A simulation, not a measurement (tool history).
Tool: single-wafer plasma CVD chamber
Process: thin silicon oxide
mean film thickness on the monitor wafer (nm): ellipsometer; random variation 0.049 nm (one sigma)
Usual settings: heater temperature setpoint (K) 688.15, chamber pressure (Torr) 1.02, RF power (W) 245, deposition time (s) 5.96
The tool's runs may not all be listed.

| run | hour | heater temperature setpoint (K) | chamber pressure (Torr) | RF power (W) | deposition time (s) | read-back reference wafer on the same gauge, thickness_nm | mean film thickness on the monitor wafer (nm) |
|---|---|---|---|---|---|---|---|
| 1 | 0.0 | 680.15 | 1.02 | 245 | 5.37 | 11.304 | 10.497 |
| 2 | 9.6 | 680.15 | 1.02 | 245 | 5.37 | 11.291 | 10.393 |
| 3 | 38.3 | 680.15 | 1.02 | 245 | 5.37 | 11.304 | 10.510 |
| 4 | 80.5 | 688.15 | 1.02 | 245 | 5.96 | 11.299 | 11.557 |
| 5 | 96.5 | 688.15 | 1.02 | 245 | 5.96 | 11.301 | 11.457 |
| 6 | 113.7 | 688.15 | 1.02 | 245 | 5.96 | 11.306 | 11.454 |
| 7 | 129.2 | 681.15 | 1.02 | 245 | 5.96 | 11.297 | 11.513 |
| 8 | 139.3 | 688.15 | 1.02 | 245 | 5.67 | 11.306 | 10.798 |
| 9 | 152.5 | 688.15 | 1.02 | 245 | 5.67 | 11.299 | 10.873 |
| 10 | 163.7 | 688.15 | 1.02 | 245 | 5.96 | 11.299 | 11.406 |
| 11 | 178.2 | 688.15 | 1.02 | 245 | 5.96 | 11.302 | 11.433 |
|  | 190.9 | gauge calibrated |
| 12 | 195.3 | 697.15 | 1.02 | 230 | 5.96 | 11.303 | 10.982 |
| 13 | 202.0 | 697.15 | 1.02 | 230 | 5.96 | 11.295 | 10.961 |
|  | 210.4 | thermocouple changed; heater temperature recalibrated |
|  | 214.5 | RF generator calibrated |
| 14 | 216.9 | 688.15 | 1.02 | 245 | 6.62 | 11.296 | 12.541 |
| 15 | 230.3 | 692.15 | 1.02 | 265 | 5.96 | 11.292 | 11.632 |
| 16 | 245.0 | 680.15 | 1.02 | 245 | 5.37 | 11.291 | 10.179 |
| 17 | 254.8 | 683.15 | 0.88 | 210 | 5.96 | 11.303 | 8.971 |
|  | 265.7 | showerhead replaced |
| 18 | 266.2 | 696.15 | 0.94 | 270 | 5.96 | 11.293 | 10.728 |
| 19 | 270.7 | 688.15 | 1.13 | 260 | 6.30 | 11.304 | 13.398 |
|  | 323.2 | capacitance manometer re-zeroed and calibrated |
| 20 | 323.7 | 688.15 | 1.02 | 245 | 6.89 | 11.301 | 13.588 |
| 21 | 332.4 | 680.15 | 1.02 | 245 | 5.37 | 11.291 | 10.644 |
| 22 | 341.2 | 697.15 | 0.94 | 245 | 4.89 | 11.302 | 8.830 |
| 23 | 359.1 | 683.15 | 1.02 | 260 | 5.48 | 11.292 | 11.171 |
| 24 | 369.5 | 688.15 | 0.76 | 275 | 5.96 | 11.302 | 8.656 |
| 25 | 384.0 | 688.15 | 1.02 | 245 | 5.67 | 11.296 | 11.266 |
| 26 | 393.8 | 688.15 | 1.02 | 265 | 5.96 | 11.297 | 12.197 |
| 27 | 407.9 | 688.15 | 1.16 | 245 | 5.96 | 11.307 | 13.134 |
| 28 | 424.3 | 688.15 | 1.02 | 245 | 5.96 | 11.299 | 11.766 |
| 29 | 435.3 | 688.15 | 1.02 | 245 | 5.67 | 11.304 | 11.318 |

3 ways to go on from here, each from the tool as it stands after run 29. What would each give?
| A | 435.7 | 688.15 | 1.20 | 245 | 5.96 | ? | ? |
| B | 435.7 | 699.15 | 1.02 | 285 | 5.96 | ? | ? |
| C | 435.7 | 678.15 | 1.02 | 245 | 5.96 | ? | ? |

| run | read-back reference wafer on the same gauge, thickness_nm | mean film thickness on the monitor wafer (nm) |
|---|---|---|
| A | 11.303 | 13.355 |
| B | 11.303 | 12.433 |
| C | 11.303 | 11.839 |
Without the tool's hidden state the same runs would have given:
| run | mean film thickness on the monitor wafer (nm) |
|---|---|
| A | 13.378 |
| B | 12.468 |
| C | 11.873 |
